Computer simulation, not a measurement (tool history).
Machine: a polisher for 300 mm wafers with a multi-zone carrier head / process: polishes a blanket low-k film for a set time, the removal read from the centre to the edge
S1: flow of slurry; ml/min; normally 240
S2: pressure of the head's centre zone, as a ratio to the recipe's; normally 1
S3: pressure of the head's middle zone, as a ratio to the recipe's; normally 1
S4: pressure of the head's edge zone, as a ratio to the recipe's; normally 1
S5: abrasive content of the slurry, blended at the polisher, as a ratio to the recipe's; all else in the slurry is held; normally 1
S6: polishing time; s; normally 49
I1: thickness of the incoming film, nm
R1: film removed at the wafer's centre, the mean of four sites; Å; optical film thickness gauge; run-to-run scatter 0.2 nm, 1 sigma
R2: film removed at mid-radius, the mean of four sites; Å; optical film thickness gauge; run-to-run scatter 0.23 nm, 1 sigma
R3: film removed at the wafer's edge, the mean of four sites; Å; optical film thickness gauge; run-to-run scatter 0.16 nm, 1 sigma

{"run": 1, "day": 0.0, "S1": 240, "S2": 0.95, "S3": 1, "S4": 1, "S5": 1, "S6": 45, "I1": 671.4, "R1": 122, "R2": 128, "R3": 126}
{"run": 2, "day": 1.358, "S1": 240, "S2": 0.95, "S3": 1, "S4": 1, "S5": 1, "S6": 45, "I1": 683.5, "R1": 121, "R2": 124, "R3": 126}
{"run": 3, "day": 1.712, "S1": 290, "S2": 1, "S3": 1, "S4": 1, "S5": 1, "S6": 49, "I1": 662.3, "R1": 143, "R2": 139, "R3": 142}
{"run": 4, "day": 2.946, "S1": 275, "S2": 1, "S3": 1, "S4": 1, "S5": 1, "S6": 49, "I1": 656.1, "R1": 142, "R2": 139, "R3": 141}
{"run": 5, "day": 3.608, "S1": 275, "S2": 1, "S3": 1, "S4": 1, "S5": 1, "S6": 49, "I1": 671.2, "R1": 138, "R2": 140, "R3": 136}
{"run": 6, "day": 4.804, "S1": 240, "S2": 1, "S3": 1, "S4": 1, "S5": 1, "S6": 49, "I1": 662.7, "R1": 154, "R2": 150, "R3": 155}
{"run": 7, "day": 5.433, "S1": 240, "S2": 1, "S3": 1.06, "S4": 1, "S5": 1, "S6": 49, "I1": 674.9, "R1": 153, "R2": 161, "R3": 152}
{"run": 8, "day": 6.271, "S1": 310, "S2": 1, "S3": 1, "S4": 1, "S5": 1, "S6": 49, "I1": 661.9, "R1": 159, "R2": 162, "R3": 158}
{"run": 9, "day": 7.542, "S1": 240, "S2": 1, "S3": 1, "S4": 1, "S5": 1.25, "S6": 34, "I1": 669.4, "R1": 119, "R2": 117, "R3": 116}
{"run": 10, "day": 8.604, "S1": 240, "S2": 1, "S3": 1, "S4": 1, "S5": 1.2, "S6": 49, "I1": 658.5, "R1": 167, "R2": 164, "R3": 165}
{"run": 11, "day": 9.583, "S1": 240, "S2": 1, "S3": 1, "S4": 1.05, "S5": 1, "S6": 35, "I1": 672.1, "R1": 105, "R2": 105, "R3": 107}
{"run": 12, "day": 10.517, "S1": 240, "S2": 1, "S3": 1, "S4": 1, "S5": 1.25, "S6": 34, "I1": 655.4, "R1": 123, "R2": 122, "R3": 119}
{"run": 13, "day": 11.725, "S1": 240, "S2": 1, "S3": 1, "S4": 1.08, "S5": 1, "S6": 44, "I1": 674.8, "R1": 141, "R2": 135, "R3": 143}
{"run": 14, "day": 12.912, "S1": 240, "S2": 1, "S3": 1, "S4": 1, "S5": 1, "S6": 54, "I1": 671.3, "R1": 169, "R2": 166, "R3": 166}
{"run": 15, "day": 13.917, "S1": 180, "S2": 1.03, "S3": 1, "S4": 1, "S5": 1, "S6": 54, "I1": 677.8, "R1": 166, "R2": 162, "R3": 163}
{"run": 16, "day": 15.392, "S1": 240, "S2": 1, "S3": 1, "S4": 1, "S5": 1, "S6": 49, "I1": 676.4, "R1": 149, "R2": 151, "R3": 147}
{"run": 17, "day": 16.229, "S1": 240, "S2": 1, "S3": 0.93, "S4": 0.92, "S5": 1, "S6": 49, "I1": 666.2, "R1": 147, "R2": 138, "R3": 142}
{"run": 18, "day": 17.329, "S1": 170, "S2": 1, "S3": 1, "S4": 1, "S5": 1, "S6": 49, "I1": 673.7, "R1": 148, "R2": 147, "R3": 147}
{"run": 19, "day": 18.458, "S1": 280, "S2": 1.08, "S3": 0.89, "S4": 1, "S5": 1.3, "S6": 49, "I1": 672.5, "R1": 195, "R2": 158, "R3": 176}
{"run": 20, "day": 19.817, "S1": 240, "S2": 0.91, "S3": 1.09, "S4": 1, "S5": 1, "S6": 49, "I1": 679.1, "R1": 138, "R2": 165, "R3": 150}
{"run": 21, "day": 22.067, "S1": 240, "S2": 1, "S3": 1, "S4": 1, "S5": 1, "S6": 49, "I1": 662.9, "R1": 149, "R2": 146, "R3": 146}
{"run": 22, "day": 23.312, "S1": 170, "S2": 1.11, "S3": 1, "S4": 1, "S5": 1, "S6": 63, "I1": 667.7, "R1": 197, "R2": 174, "R3": 177}

Taken out of this log: 7 entries between the listed runs. Where each belongs, and how the hidden state differs across it:
After run 1, before run 2: carrier head's membrane replaced by a new one (day 1.338)
  removal rate lost through wear of the pad, %: 10.6 -> 10.9
  the result without the hidden state subtracted from the measured one, R1: -15 -> -15 Å; R2: -15 -> -15 Å; R3: -15 -> -16 Å
After run 5, before run 6: worn pad replaced by a new one, repeated, since the last time left the tool worse (day 4.517)
  removal rate lost through wear of the pad, %: 12.7 -> 0.726
  the result without the hidden state subtracted from the measured one, R1: -20 -> -1 Å; R2: -21 -> -1 Å; R3: -19 -> -1 Å
After run 8, before run 9: slurry nozzle cleaned (day 7.179)
  removal rate lost through wear of the pad, %: 1.2 -> 2.15
  the result without the hidden state subtracted from the measured one, R1: -2 -> -3 Å; R2: -2 -> -3 Å; R3: -2 -> -3 Å
After run 11, before run 12: edge zone pressure recalibrated (day 9.725); worn pad replaced by a new one (day 10.329)
  removal rate lost through wear of the pad, %: 4.73 -> 0.115
  the result without the hidden state subtracted from the measured one, R1: -5 -> -1 Å; R2: -6 -> +0 Å; R3: -6 -> -1 Å
After run 12, before run 13: centre zone pressure recalibrated (day 11.096)
  removal rate lost through wear of the pad, %: 0.115 -> 0.415
  the result without the hidden state subtracted from the measured one, R1: -1 -> -1 Å; R2: +0 -> +0 Å; R3: -1 -> -1 Å
After run 17, before run 18: worn pad replaced by a new one (day 17.308)
  removal rate lost through wear of the pad, %: 5.56 -> 0.75
  the result without the hidden state subtracted from the measured one, R1: -9 -> -1 Å; R2: -9 -> -1 Å; R3: -9 -> -1 Å
